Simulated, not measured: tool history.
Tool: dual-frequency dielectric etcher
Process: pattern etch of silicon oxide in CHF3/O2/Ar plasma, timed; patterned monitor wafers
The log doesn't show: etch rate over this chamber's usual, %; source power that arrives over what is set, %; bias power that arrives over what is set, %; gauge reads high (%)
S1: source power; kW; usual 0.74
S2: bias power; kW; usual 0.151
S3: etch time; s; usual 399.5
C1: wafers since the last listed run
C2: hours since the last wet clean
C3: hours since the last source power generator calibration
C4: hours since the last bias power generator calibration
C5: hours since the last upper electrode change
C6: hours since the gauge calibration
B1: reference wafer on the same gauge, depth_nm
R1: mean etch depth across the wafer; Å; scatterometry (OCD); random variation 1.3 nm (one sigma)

run   hour    S1     S2     S3   C1     C2      C3      C4      C5     C6     B1     R1
  1      0  0.74  0.151  399.5    0  367.6  2744.1  3578.2  2077.7   87.6  992.4   8546
  2   28.6  0.74  0.151  399.5  121  396.2  2772.7  3606.8  2106.3  116.2  991.6   8531
  3   47.4  0.74  0.151  399.5   79    415  2791.5  3625.6  2125.1    135  991.7   8586
  4   73.9  0.74  0.127  399.5  112  441.5    2818  3652.1  2151.6  161.5  992.1   7993
  5     93  0.74  0.127  399.5   81  460.6  2837.1  3671.2  2170.7  180.6  991.5   7995
  6    123  0.74  0.127  399.5  127  490.6  2867.1  3701.2  2200.7  210.6  992.1   7992
       164  -- wet clean of the chamber
  7  164.5  0.74  0.179  399.5   74    0.5  2908.6  3742.7  2242.2  252.1  991.9   8987
  8  164.9  0.74  0.151  399.5    1    0.9    2909  3743.1  2242.6  252.5    992   8396
  9  173.1  0.74  0.151  399.5   34    9.1  2917.2  3751.3  2250.8  260.7  991.9   8381
 10  200.4  0.81  0.151  510.5  115   36.4  2944.5  3778.6  2278.1    288  991.9  11191
       218  -- gauge calibrated
 11  220.6  0.69  0.151  399.5   85   56.6  2964.7  3798.8  2298.3    2.6  992.2   8172
     259.5  -- source power generator calibrated
     268.9  -- upper electrode replaced
     272.1  -- bias power generator calibrated
 12  272.6  0.81  0.166  399.5  150  108.6    13.1     0.5     3.7   54.6  991.7   9141
 13  279.3  0.82  0.116  298.5   28  115.3    19.8     7.2    10.4   61.3  991.6   5919
 14  310.9  0.64  0.184    361  134  146.9    51.4    38.8      42   92.9  991.4   7771
 15    330  0.74  0.151  399.5   81    166    70.5    57.9    61.1    112  991.5   8470
 16  348.7  0.83  0.167    509   79  184.7    89.2    76.6    79.8  130.7    992  11812

Measured less the same run without the tool's hidden state. The same run-to-run variation is in both; the gauge's scatter may not be:
run    R1
  1  +185
  2  +196
  3  +205
  4  +201
  5  +207
  6  +218
  7   +26
  8   +25
  9   +27
 10   +52
 11   +46
 12   +74
 13   +50
 14   +78
 15   +92
 16  +138
